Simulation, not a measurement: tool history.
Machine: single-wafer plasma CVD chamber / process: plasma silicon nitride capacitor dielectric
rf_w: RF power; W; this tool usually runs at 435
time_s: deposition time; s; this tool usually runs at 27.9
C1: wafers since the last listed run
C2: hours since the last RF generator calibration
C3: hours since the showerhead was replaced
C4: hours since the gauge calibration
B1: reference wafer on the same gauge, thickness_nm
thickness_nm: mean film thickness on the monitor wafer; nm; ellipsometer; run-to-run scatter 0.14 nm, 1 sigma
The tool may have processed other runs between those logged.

run 1 hour=0 | rf_w=435 time_s=27.9 | C1=0 C2=797.4 C3=4761 C4=2060.3 | B1=44.49 | thickness_nm=42.235
run 2 hour=57.3 | rf_w=435 time_s=27.9 | C1=1011 C2=854.7 C3=4818.3 C4=2117.6 | B1=44.479 | thickness_nm=42.017
run 3 hour=97.2 | rf_w=435 time_s=25.6 | C1=704 C2=894.6 C3=4858.2 C4=2157.5 | B1=44.456 | thickness_nm=38.547
run 4 hour=123.4 | rf_w=435 time_s=25.6 | C1=462 C2=920.8 C3=4884.4 C4=2183.7 | B1=44.488 | thickness_nm=38.449
run 5 hour=257.9 | rf_w=435 time_s=27.9 | C1=2375 C2=1055.3 C3=5018.9 C4=2318.2 | B1=44.51 | thickness_nm=41.873
run 6 hour=295 | rf_w=435 time_s=27.9 | C1=655 C2=1092.4 C3=5056 C4=2355.3 | B1=44.556 | thickness_nm=42.096
run 7 hour=361.3 | rf_w=455 time_s=27.9 | C1=1170 C2=1158.7 C3=5122.3 C4=2421.6 | B1=44.499 | thickness_nm=42.418
run 8 hour=387.3 | rf_w=435 time_s=27.9 | C1=459 C2=1184.7 C3=5148.3 C4=2447.6 | B1=44.508 | thickness_nm=41.707
run 9 hour=453 | rf_w=435 time_s=27.9 | C1=1160 C2=1250.4 C3=5214 C4=2513.3 | B1=44.517 | thickness_nm=41.978
run 10 hour=482.6 | rf_w=435 time_s=27.9 | C1=522 C2=1280 C3=5243.6 C4=2542.9 | B1=44.469 | thickness_nm=41.958
run 11 hour=518.7 | rf_w=435 time_s=27.9 | C1=637 C2=1316.1 C3=5279.7 C4=2579 | B1=44.515 | thickness_nm=41.829
run 12 hour=575.2 | rf_w=435 time_s=27.9 | C1=997 C2=1372.6 C3=5336.2 C4=2635.5 | B1=44.515 | thickness_nm=41.608
run 13 hour=633.5 | rf_w=435 time_s=27.9 | C1=1029 C2=1430.9 C3=5394.5 C4=2693.8 | B1=44.448 | thickness_nm=41.658
run 14 hour=691.9 | rf_w=435 time_s=27.9 | C1=1031 C2=1489.3 C3=5452.9 C4=2752.2 | B1=44.543 | thickness_nm=41.731
run 15 hour=758.9 | rf_w=435 time_s=27.9 | C1=1183 C2=1556.3 C3=5519.9 C4=2819.2 | B1=44.47 | thickness_nm=41.911
run 16 hour=826.3 | rf_w=435 time_s=27.9 | C1=1190 C2=1623.7 C3=5587.3 C4=2886.6 | B1=44.491 | thickness_nm=41.421
run 17 hour=960.7 | rf_w=435 time_s=27.9 | C1=2373 C2=1758.1 C3=5721.7 C4=3021 | B1=44.472 | thickness_nm=41.835
run 18 hour=1006.3 | rf_w=435 time_s=31.9 | C1=805 C2=1803.7 C3=5767.3 C4=3066.6 | B1=44.478 | thickness_nm=47.734
run 19 hour=1050.2 | rf_w=495 time_s=25.9 | C1=775 C2=1847.6 C3=5811.2 C4=3110.5 | B1=44.49 | thickness_nm=40.022
-- hour=1178.2 RF generator calibrated
run 20 hour=1236.6 | rf_w=350 time_s=30.2 | C1=3150 C2=58.4 C3=5997.6 C4=3296.9 | B1=44.542 | thickness_nm=43.385
-- hour=1276.1 showerhead replaced
run 21 hour=1285.3 | rf_w=435 time_s=27.9 | C1=718 C2=107.1 C3=9.2 C4=3345.6 | B1=44.502 | thickness_nm=42.136
run 22 hour=1318.2 | rf_w=510 time_s=26.4 | C1=581 C2=140 C3=42.1 C4=3378.5 | B1=44.508 | thickness_nm=41.657
-- hour=1331.2 gauge calibrated
run 23 hour=1488.4 | rf_w=435 time_s=27.9 | C1=3005 C2=310.2 C3=212.3 C4=157.2 | B1=44.486 | thickness_nm=42.448
run 24 hour=1554 | rf_w=490 time_s=24.9 | C1=1158 C2=375.8 C3=277.9 C4=222.8 | B1=44.492 | thickness_nm=38.905
run 25 hour=1594 | rf_w=435 time_s=27.9 | C1=706 C2=415.8 C3=317.9 C4=262.8 | B1=44.477 | thickness_nm=42.183
run 26 hour=1636.8 | rf_w=405 time_s=31.1 | C1=755 C2=458.6 C3=360.7 C4=305.6 | B1=44.531 | thickness_nm=45.865
run 27 hour=1705.8 | rf_w=435 time_s=27.9 | C1=1218 C2=527.6 C3=429.7 C4=374.6 | B1=44.487 | thickness_nm=41.894
run 28 hour=1735.6 | rf_w=435 time_s=27.9 | C1=526 C2=557.4 C3=459.5 C4=404.4 | B1=44.498 | thickness_nm=42.257
run 29 hour=1777 | rf_w=355 time_s=24 | C1=731 C2=598.8 C3=500.9 C4=445.8 | B1=44.478 | thickness_nm=34.593
run 30 hour=1822.4 | rf_w=415 time_s=32.1 | C1=801 C2=644.2 C3=546.3 C4=491.2 | B1=44.497 | thickness_nm=47.783
run 31 hour=1850.1 | rf_w=435 time_s=31.9 | C1=489 C2=671.9 C3=574 C4=518.9 | B1=44.495 | thickness_nm=48.088
run 32 hour=1889.8 | rf_w=460 time_s=25.6 | C1=701 C2=711.6 C3=613.7 C4=558.6 | B1=44.481 | thickness_nm=39.247
run 33 hour=1940.7 | rf_w=400 time_s=26.1 | C1=898 C2=762.5 C3=664.6 C4=609.5 | B1=44.479 | thickness_nm=38.353
run 34 hour=1992.4 | rf_w=385 time_s=24.4 | C1=913 C2=814.2 C3=716.3 C4=661.2 | B1=44.477 | thickness_nm=35.835
run 35 hour=2039.2 | rf_w=360 time_s=33.2 | C1=826 C2=861 C3=763.1 C4=708 | B1=44.485 | thickness_nm=47.595
run 36 hour=2108.1 | rf_w=485 time_s=32.3 | C1=1216 C2=929.9 C3=832 C4=776.9 | B1=44.511 | thickness_nm=50.427
run 37 hour=2179.9 | rf_w=405 time_s=32.3 | C1=1268 C2=1001.7 C3=903.8 C4=848.7 | B1=44.477 | thickness_nm=47.663
run 38 hour=2238.9 | rf_w=435 time_s=22.8 | C1=1041 C2=1060.7 C3=962.8 C4=907.7 | B1=44.468 | thickness_nm=34.283
run 39 hour=2279.6 | rf_w=435 time_s=27.9 | C1=718 C2=1101.4 C3=1003.5 C4=948.4 | B1=44.519 | thickness_nm=41.992
run 40 hour=2430.5 | rf_w=475 time_s=27.9 | C1=2664 C2=1252.3 C3=1154.4 C4=1099.3 | B1=44.531 | thickness_nm=42.807
run 41 hour=2496.5 | rf_w=505 time_s=23 | C1=1165 C2=1318.3 C3=1220.4 C4=1165.3 | B1=44.515 | thickness_nm=35.869
run 42 hour=2550.3 | rf_w=385 time_s=33 | C1=950 C2=1372.1 C3=1274.2 C4=1219.1 | B1=44.501 | thickness_nm=48.122
run 43 hour=2590.2 | rf_w=505 time_s=27.9 | C1=704 C2=1412 C3=1314.1 C4=1259 | B1=44.507 | thickness_nm=43.853

Here are 5 independent what-if runs from the current tool condition. What would each one return?
run A hour=2590.6 | rf_w=400 time_s=27.9 | C1=7 C2=1412.4 C3=1314.5 C4=1259.4 | B1=? | thickness_nm=?
run B hour=2590.6 | rf_w=405 time_s=29.6 | C1=7 C2=1412.4 C3=1314.5 C4=1259.4 | B1=? | thickness_nm=?
run C hour=2590.6 | rf_w=495 time_s=27.9 | C1=7 C2=1412.4 C3=1314.5 C4=1259.4 | B1=? | thickness_nm=?
run D hour=2590.6 | rf_w=465 time_s=23.3 | C1=7 C2=1412.4 C3=1314.5 C4=1259.4 | B1=? | thickness_nm=?
run E hour=2590.6 | rf_w=495 time_s=26.1 | C1=7 C2=1412.4 C3=1314.5 C4=1259.4 | B1=? | thickness_nm=?

run=A B1=44.501 thickness_nm=40.854
run=B B1=44.501 thickness_nm=43.48
run=C B1=44.501 thickness_nm=43.154
run=D B1=44.501 thickness_nm=35.458
run=E B1=44.501 thickness_nm=40.37
Take away the tool's hidden state, keep each run's random variation, and the runs would have read:
run=A thickness_nm=41.2
run=B thickness_nm=43.848
run=C thickness_nm=43.52
run=D thickness_nm=35.759
run=E thickness_nm=40.712

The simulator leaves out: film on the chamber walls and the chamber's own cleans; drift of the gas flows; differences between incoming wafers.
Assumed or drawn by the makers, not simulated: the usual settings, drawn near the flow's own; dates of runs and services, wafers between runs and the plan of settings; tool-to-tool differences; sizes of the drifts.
